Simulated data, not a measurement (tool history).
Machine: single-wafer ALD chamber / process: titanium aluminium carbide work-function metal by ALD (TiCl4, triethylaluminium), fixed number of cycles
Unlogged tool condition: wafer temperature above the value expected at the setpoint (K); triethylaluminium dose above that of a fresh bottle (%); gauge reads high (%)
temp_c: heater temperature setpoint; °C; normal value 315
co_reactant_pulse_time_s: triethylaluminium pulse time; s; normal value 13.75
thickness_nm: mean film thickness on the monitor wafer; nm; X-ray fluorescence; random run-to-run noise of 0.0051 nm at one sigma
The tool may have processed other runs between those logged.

| run | hour | temp_c | co_reactant_pulse_time_s | wafers since the last listed run | hours since the last thermocouple change | hours since the last triethylaluminium bottle change | hours since the showerhead was replaced | hours since the gauge calibration | read-back reference wafer on the same gauge, thickness_nm | thickness_nm |
|---|---|---|---|---|---|---|---|---|---|---|
| 1 | 0.0 | 327 | 13.75 | 0 | 1875.1 | 1868.2 | 2534.9 | 430.8 | 1.969 | 2.057 |
| 2 | 9.8 | 315 | 13.75 | 63 | 1884.9 | 1878.0 | 2544.7 | 440.6 | 1.971 | 1.939 |
| 3 | 17.5 | 315 | 12.61 | 50 | 1892.6 | 1885.7 | 2552.4 | 448.3 | 1.969 | 1.921 |
| 4 | 30.1 | 315 | 13.75 | 82 | 1905.2 | 1898.3 | 2565.0 | 460.9 | 1.970 | 1.956 |
| 5 | 42.4 | 315 | 11.50 | 80 | 1917.5 | 1910.6 | 2577.3 | 473.2 | 1.968 | 1.890 |
| 6 | 53.1 | 315 | 11.50 | 69 | 1928.2 | 1921.3 | 2588.0 | 483.9 | 1.969 | 1.894 |
| 7 | 68.3 | 315 | 17.09 | 99 | 1943.4 | 1936.5 | 2603.2 | 499.1 | 1.971 | 1.995 |
| 8 | 84.2 | 315 | 17.09 | 103 | 1959.3 | 1952.4 | 2619.1 | 515.0 | 1.969 | 1.998 |
| 9 | 91.1 | 315 | 17.98 | 45 | 1966.2 | 1959.3 | 2626.0 | 521.9 | 1.970 | 2.007 |
| 10 | 103.7 | 315 | 13.75 | 82 | 1978.8 | 1971.9 | 2638.6 | 534.5 | 1.970 | 1.953 |
|  | 132.0 | gauge calibrated |
|  | 143.8 | triethylaluminium bottle replaced |
|  | 146.5 | showerhead replaced |
| 11 | 150.4 | 315 | 13.75 | 235 | 2025.5 | 6.6 | 3.9 | 18.4 | 1.971 | 2.031 |
| 12 | 158.9 | 323 | 13.75 | 55 | 2034.0 | 15.1 | 12.4 | 26.9 | 1.969 | 2.089 |
| 13 | 171.1 | 323 | 13.75 | 79 | 2046.2 | 27.3 | 24.6 | 39.1 | 1.970 | 2.088 |
| 14 | 182.1 | 305 | 13.75 | 71 | 2057.2 | 38.3 | 35.6 | 50.1 | 1.969 | 1.925 |
| 15 | 195.9 | 315 | 13.75 | 90 | 2071.0 | 52.1 | 49.4 | 63.9 | 1.970 | 2.008 |
| 16 | 209.5 | 315 | 13.75 | 88 | 2084.6 | 65.7 | 63.0 | 77.5 | 1.970 | 2.013 |
| 17 | 219.2 | 315 | 17.09 | 63 | 2094.3 | 75.4 | 72.7 | 87.2 | 1.970 | 2.041 |
| 18 | 234.5 | 322 | 13.75 | 99 | 2109.6 | 90.7 | 88.0 | 102.5 | 1.969 | 2.083 |
| 19 | 243.2 | 319 | 9.42 | 56 | 2118.3 | 99.4 | 96.7 | 111.2 | 1.969 | 1.989 |
| 20 | 295.6 | 320 | 13.75 | 341 | 2170.7 | 151.8 | 149.1 | 163.6 | 1.970 | 2.055 |
|  | 306.1 | thermocouple changed; heater temperature recalibrated |
| 21 | 311.8 | 308 | 13.75 | 53 | 5.7 | 168.0 | 165.3 | 179.8 | 1.970 | 1.948 |
| 22 | 329.4 | 303 | 13.75 | 114 | 23.3 | 185.6 | 182.9 | 197.4 | 1.969 | 1.903 |
| 23 | 342.0 | 309 | 10.98 | 82 | 35.9 | 198.2 | 195.5 | 210.0 | 1.969 | 1.923 |
| 24 | 348.7 | 315 | 13.75 | 43 | 42.6 | 204.9 | 202.2 | 216.7 | 1.970 | 2.015 |
| 25 | 365.6 | 300 | 18.07 | 110 | 59.5 | 221.8 | 219.1 | 233.6 | 1.970 | 1.894 |
| 26 | 374.3 | 315 | 17.37 | 56 | 68.2 | 230.5 | 227.8 | 242.3 | 1.970 | 2.027 |
| 27 | 391.4 | 315 | 12.00 | 111 | 85.3 | 247.6 | 244.9 | 259.4 | 1.970 | 1.975 |
| 28 | 401.9 | 315 | 13.75 | 68 | 95.8 | 258.1 | 255.4 | 269.9 | 1.969 | 2.008 |
| 29 | 417.5 | 327 | 13.75 | 101 | 111.4 | 273.7 | 271.0 | 285.5 | 1.970 | 2.107 |
| 30 | 434.2 | 315 | 13.75 | 108 | 128.1 | 290.4 | 287.7 | 302.2 | 1.969 | 2.000 |
| 31 | 451.3 | 327 | 10.74 | 111 | 145.2 | 307.5 | 304.8 | 319.3 | 1.968 | 2.056 |
| 32 | 471.7 | 310 | 15.42 | 133 | 165.6 | 327.9 | 325.2 | 339.7 | 1.969 | 1.973 |

Table of differences, measured result less the result of that run with no hidden state. Run-to-run variation is the same in both. Gauge scatter possibly is not:
| run | thickness_nm |
|---|---|
| 1 | -0.082 |
| 2 | -0.076 |
| 3 | -0.094 |
| 4 | -0.078 |
| 5 | -0.115 |
| 6 | -0.115 |
| 7 | -0.042 |
| 8 | -0.043 |
| 9 | -0.036 |
| 10 | -0.078 |
| 11 | -0.005 |
| 12 | -0.006 |
| 13 | -0.007 |
| 14 | -0.006 |
| 15 | -0.008 |
| 16 | -0.009 |
| 17 | -0.004 |
| 18 | -0.010 |
| 19 | -0.029 |
| 20 | -0.015 |
| 21 | -0.014 |
| 22 | -0.015 |
| 23 | -0.031 |
| 24 | -0.018 |
| 25 | -0.007 |
| 26 | -0.009 |
| 27 | -0.030 |
| 28 | -0.021 |
| 29 | -0.023 |
| 30 | -0.023 |
| 31 | -0.049 |
| 32 | -0.017 |
